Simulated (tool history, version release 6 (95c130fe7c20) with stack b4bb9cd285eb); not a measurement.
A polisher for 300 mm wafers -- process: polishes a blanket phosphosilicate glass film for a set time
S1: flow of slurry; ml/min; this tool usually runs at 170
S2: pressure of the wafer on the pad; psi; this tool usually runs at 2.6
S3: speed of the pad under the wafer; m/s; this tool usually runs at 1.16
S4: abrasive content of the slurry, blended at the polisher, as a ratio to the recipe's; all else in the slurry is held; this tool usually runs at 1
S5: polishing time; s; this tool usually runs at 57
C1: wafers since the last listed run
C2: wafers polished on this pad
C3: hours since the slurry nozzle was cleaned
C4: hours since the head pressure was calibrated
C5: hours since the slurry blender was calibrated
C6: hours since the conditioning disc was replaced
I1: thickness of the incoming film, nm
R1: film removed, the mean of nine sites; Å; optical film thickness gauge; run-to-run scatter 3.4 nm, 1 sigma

Run 1, hour 0: usual settings; C1 0; C2 1325; C3 265.6; C4 497.2; C5 173.7; C6 68; I1 2820.2. Result: R1 4191 Å.
Run 2, hour 54.5: usual settings; C1 558; C2 1884; C3 320.1; C4 551.7; C5 228.2; C6 122.5; I1 2781.6. Result: R1 4216 Å.
At hour 90.1: slurry blender recalibrated.
Run 3, hour 101.8: usual settings but S1 185 ml/min; C1 463; C2 2348; C3 367.4; C4 599; C5 11.7; C6 169.8; I1 2757.8. Result: R1 4298 Å.
At hour 110.4: head pressure recalibrated.
Run 4, hour 137.3: usual settings but S1 185 ml/min; C1 343; C2 2691; C3 402.9; C4 26.9; C5 47.2; C6 205.3; I1 2788.3. Result: R1 4005 Å.
At hour 159.8: worn pad replaced by a new one.
Run 5, hour 171.7: usual settings but S1 215 ml/min; C1 311; C2 121; C3 437.3; C4 61.3; C5 81.6; C6 239.7; I1 2802. Result: R1 4136 Å.
Run 6, hour 202: usual settings but S1 215 ml/min; C1 310; C2 431; C3 467.6; C4 91.6; C5 111.9; C6 270; I1 2832.5. Result: R1 4132 Å.
At hour 242.5: conditioning disc replaced and pad reconditioned.
Run 7, hour 248.5: usual settings but S1 215 ml/min; C1 455; C2 887; C3 514.1; C4 138.1; C5 158.4; C6 6; I1 2849. Result: R1 4219 Å.
Run 8, hour 314.1: usual settings; C1 671; C2 1559; C3 579.7; C4 203.7; C5 224; C6 71.6; I1 2786.5. Result: R1 4143 Å.
At hour 353.5: slurry blender recalibrated.
Run 9, hour 355.2: usual settings; C1 400; C2 1959; C3 620.8; C4 244.8; C5 1.7; C6 112.7; I1 2829. Result: R1 4163 Å.
At hour 435.7: worn pad replaced by a new one.
At hour 469.2: slurry nozzle cleaned.
Run 10, hour 486: usual settings; C1 1288; C2 505; C3 16.8; C4 375.6; C5 132.5; C6 243.5; I1 2798.9. Result: R1 4167 Å.
At hour 530.7: conditioning disc replaced and pad reconditioned.
Run 11, hour 537.3: usual settings; C1 504; C2 1010; C3 68.1; C4 426.9; C5 183.8; C6 6.6; I1 2812.1. Result: R1 4224 Å.
Run 12, hour 579.8: usual settings; C1 435; C2 1445; C3 110.6; C4 469.4; C5 226.3; C6 49.1; I1 2801.2. Result: R1 4274 Å.
At hour 616.4: slurry blender recalibrated.
Run 13, hour 630.1: usual settings but S3 0.92 m/s, S4 1.2; C1 494; C2 1940; C3 160.9; C4 519.7; C5 13.7; C6 99.4; I1 2827.2. Result: R1 3772 Å.
At hour 633.5: head pressure recalibrated.
Run 14, hour 672.4: usual settings but S4 0.75; C1 412; C2 2352; C3 203.2; C4 38.9; C5 56; C6 141.7; I1 2802.9. Result: R1 3659 Å.
At hour 696.2: worn pad replaced by a new one.
Run 15, hour 737.6: usual settings but S4 1.15; C1 626; C2 424; C3 268.4; C4 104.1; C5 121.2; C6 206.9; I1 2821.1. Result: R1 4230 Å.
Run 16, hour 795.4: usual settings but S1 205 ml/min, S4 1.2, S5 47 s; C1 591; C2 1016; C3 326.2; C4 161.9; C5 179; C6 264.7; I1 2799.6. Result: R1 3611 Å.
At hour 821.9: conditioning disc replaced and pad reconditioned.
Run 17, hour 833.6: usual settings; C1 370; C2 1386; C3 364.4; C4 200.1; C5 217.2; C6 11.7; I1 2823.4. Result: R1 4103 Å.
Run 18, hour 883.9: usual settings but S2 2.1 psi, S4 1.15, S5 45 s; C1 515; C2 1902; C3 414.7; C4 250.4; C5 267.5; C6 62; I1 2823.9. Result: R1 2979 Å.
At hour 906.2: slurry blender recalibrated.
Run 19, hour 942.8: usual settings but S1 125 ml/min, S2 3.3 psi, S3 1.3 m/s, S5 50 s; C1 582; C2 2484; C3 473.6; C4 309.3; C5 36.6; C6 120.9; I1 2782. Result: R1 4592 Å.
At hour 952.5: worn pad replaced by a new one.
Run 20, hour 973.7: usual settings; C1 275; C2 216; C3 504.5; C4 340.2; C5 67.5; C6 151.8; I1 2793.2. Result: R1 4218 Å.
Run 21, hour 1034.6: usual settings but S1 230 ml/min, S3 0.9 m/s, S4 1.2, S5 48 s; C1 623; C2 840; C3 565.4; C4 401.1; C5 128.4; C6 212.7; I1 2792.1. Result: R1 3211 Å.
At hour 1124.6: conditioning disc replaced and pad reconditioned.
At hour 1186.4: head pressure recalibrated.
At hour 1187.1: slurry blender recalibrated.
Run 22, hour 1187.6: usual settings; C1 1519; C2 2360; C3 718.4; C4 1.2; C5 0.5; C6 63; I1 2781.5. Result: R1 3919 Å.
Run 23, hour 1211.2: usual settings; C1 241; C2 2601; C3 742; C4 24.8; C5 24.1; C6 86.6; I1 2843.2. Result: R1 3992 Å.
At hour 1242.9: worn pad replaced by a new one.
Run 24, hour 1254.5: usual settings but S2 1.8 psi, S4 1.2; C1 402; C2 119; C3 785.3; C4 68.1; C5 67.4; C6 129.9; I1 2800.1. Result: R1 3330 Å.
At hour 1278.6: slurry nozzle cleaned.
Run 25, hour 1308: usual settings but S1 130 ml/min, S2 3.1 psi, S4 1.3; C1 537; C2 656; C3 29.4; C4 121.6; C5 120.9; C6 183.4; I1 2806.4. Result: R1 4815 Å.
Run 26, hour 1354.7: usual settings but S1 150 ml/min, S2 3.5 psi, S3 1.42 m/s, S5 69 s; C1 478; C2 1135; C3 76.1; C4 168.3; C5 167.6; C6 230.1; I1 2787.3. Result: R1 6933 Å.

3 ways to go on from here, each from the tool as it stands after run 26. What would each give?
Run A, hour 1355.1: usual settings but S3 0.9 m/s; C1 4; C2 1139; C3 76.5; C4 168.7; C5 168; C6 230.5; I1 2760.5. Result: R1 ?.
Run B, hour 1355.1: usual settings but S3 0.78 m/s; C1 4; C2 1139; C3 76.5; C4 168.7; C5 168; C6 230.5; I1 2760.5. Result: R1 ?.
Run C, hour 1355.1: usual settings but S5 40 s; C1 4; C2 1139; C3 76.5; C4 168.7; C5 168; C6 230.5; I1 2760.5. Result: R1 ?.

run    R1
  A  3436
  B  3110
  C  2888
Without the tool's unlogged condition, the same runs would have read:
run    R1
  A  3276
  B  2966
  C  2754

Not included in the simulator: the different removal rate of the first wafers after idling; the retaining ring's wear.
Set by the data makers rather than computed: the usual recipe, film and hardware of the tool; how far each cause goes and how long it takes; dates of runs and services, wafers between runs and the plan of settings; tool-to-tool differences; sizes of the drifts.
